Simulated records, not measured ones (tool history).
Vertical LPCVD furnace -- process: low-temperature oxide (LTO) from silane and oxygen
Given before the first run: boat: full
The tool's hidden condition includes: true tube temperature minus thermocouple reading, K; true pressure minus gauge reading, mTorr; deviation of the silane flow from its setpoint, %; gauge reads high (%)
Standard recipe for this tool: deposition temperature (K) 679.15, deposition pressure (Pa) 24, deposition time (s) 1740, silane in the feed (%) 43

run,hour,deposition temperature (K),deposition pressure (Pa),deposition time (s),silane in the feed (%),wafers since the last listed run,hours since the last temperature calibration,hours since the pressure gauge was zeroed,hours since the silane flow controller was replaced,hours since the gauge calibration,"read-back reference wafer on the same gauge, thickness",film thickness on the monitor wafer in the middle of the boat (Å)
1,0,679.15,24,1740,43,0,1541.4,3713.8,4118.9,94.4,218.77,2572.2
2,35.5,679.15,24,1740,43,576,1576.9,3749.3,4154.4,129.9,219.22,2579.1
3,98.5,679.15,24,1740,43,1023,1639.9,3812.3,4217.4,192.9,219.21,2579.4
4,113.5,679.15,24,1740,43,243,1654.9,3827.3,4232.4,207.9,218.96,2576.1
5,132.2,679.15,22,1740,43,303,1673.6,3846,4251.1,226.6,219.1,2373.9
6,154.8,679.15,22,1740,43,367,1696.2,3868.6,4273.7,249.2,219.14,2369.4
7,174.6,679.15,22,1740,43,321,1716,3888.4,4293.5,269,218.95,2361.1
8,197.3,679.15,24,1740,47,368,1738.7,3911.1,4316.2,291.7,219.02,2814.1
9,228.7,679.15,24,1740,49,510,1770.1,3942.5,4347.6,323.1,218.95,2923.7
10,249.8,679.15,24,1740,49,342,1791.2,3963.6,4368.7,344.2,219.09,2938.9
# hour 284.5: silane flow controller replaced
11,285,679.15,24,1740,49,181,1826.4,3998.8,0.5,379.4,218.96,2933.3
12,298.5,679.15,24,1740,43,219,1839.9,4012.3,14,392.9,218.99,2587.5
13,357.1,679.15,24,1740,43,951,1898.5,4070.9,72.6,451.5,218.85,2582.9
14,384.9,679.15,24,1740,43,451,1926.3,4098.7,100.4,479.3,219.2,2594.6
15,418.2,679.15,24,1440,43,540,1959.6,4132,133.7,512.6,219.05,2140.6
16,445.5,679.15,24,1740,49,443,1986.9,4159.3,161,539.9,218.7,2939.4
17,470.2,679.15,18,2340,48,401,2011.6,4184,185.7,564.6,218.81,2966.5
18,577.2,687.15,27.3,1740,36,1737,2118.6,4291,292.7,671.6,219.11,2602.8
19,593.6,679.15,26,1740,37,266,2135,4307.4,309.1,688,219.03,2353.1
# hour 643.9: pressure gauge zeroed
# hour 666.4: thermocouples replaced and temperature profile calibrated
20,666.9,679.15,21.3,1740,43,435,0.5,23,382.4,761.3,218.99,2215.6
21,672.1,679.15,26.7,1740,37,84,5.7,28.2,387.6,766.5,218.89,2321.4
22,677.2,685.15,24,1740,37,82,10.8,33.3,392.7,771.6,219,2229.8
# hour 678.3: gauge calibrated
23,682.3,668.15,30,2100,45,82,15.9,38.4,397.8,4,219,3497.9
24,700.7,679.15,30,1740,35,298,34.3,56.8,416.2,22.4,219.06,2422.9
25,722.6,673.15,18.7,2340,50,355,56.2,78.7,438.1,44.3,219.19,2816
26,815.3,690.15,20,2070,43,1505,148.9,171.4,530.8,137,218.87,2767.1
27,847.5,679.15,24,2190,43,523,181.1,203.6,563,169.2,218.76,3140.5
28,876,679.15,24,1740,43,462,209.6,232.1,591.5,197.7,218.87,2490.6
29,896.1,679.15,24,1740,50,326,229.7,252.2,611.6,217.8,219,2872.5
30,915.1,687.15,27.3,1740,36,308,248.7,271.2,630.6,236.8,219.05,2504

5 options for the next run, each taken on its own from the tool as it stands now. Forecast them:
A,920.3,679.15,24,1740,43,84,253.9,276.4,635.8,242,?,?
B,920.3,671.15,18,2220,37,84,253.9,276.4,635.8,242,?,?
C,920.3,679.15,24,1470,43,84,253.9,276.4,635.8,242,?,?
D,920.3,668.15,24,1740,39,84,253.9,276.4,635.8,242,?,?
E,920.3,688.15,20,1530,37,84,253.9,276.4,635.8,242,?,?

run,"read-back reference wafer on the same gauge, thickness",film thickness on the monitor wafer in the middle of the boat (Å)
A,219.01,2479.2
B,219.01,1821.3
C,219.01,2094.5
D,219.01,1963.5
E,219.01,1680.8
Had the tool no hidden state, the same runs would have come out as:
run,film thickness on the monitor wafer in the middle of the boat (Å)
A,2469.6
B,1812
C,2086.4
D,1955.9
E,1673.1
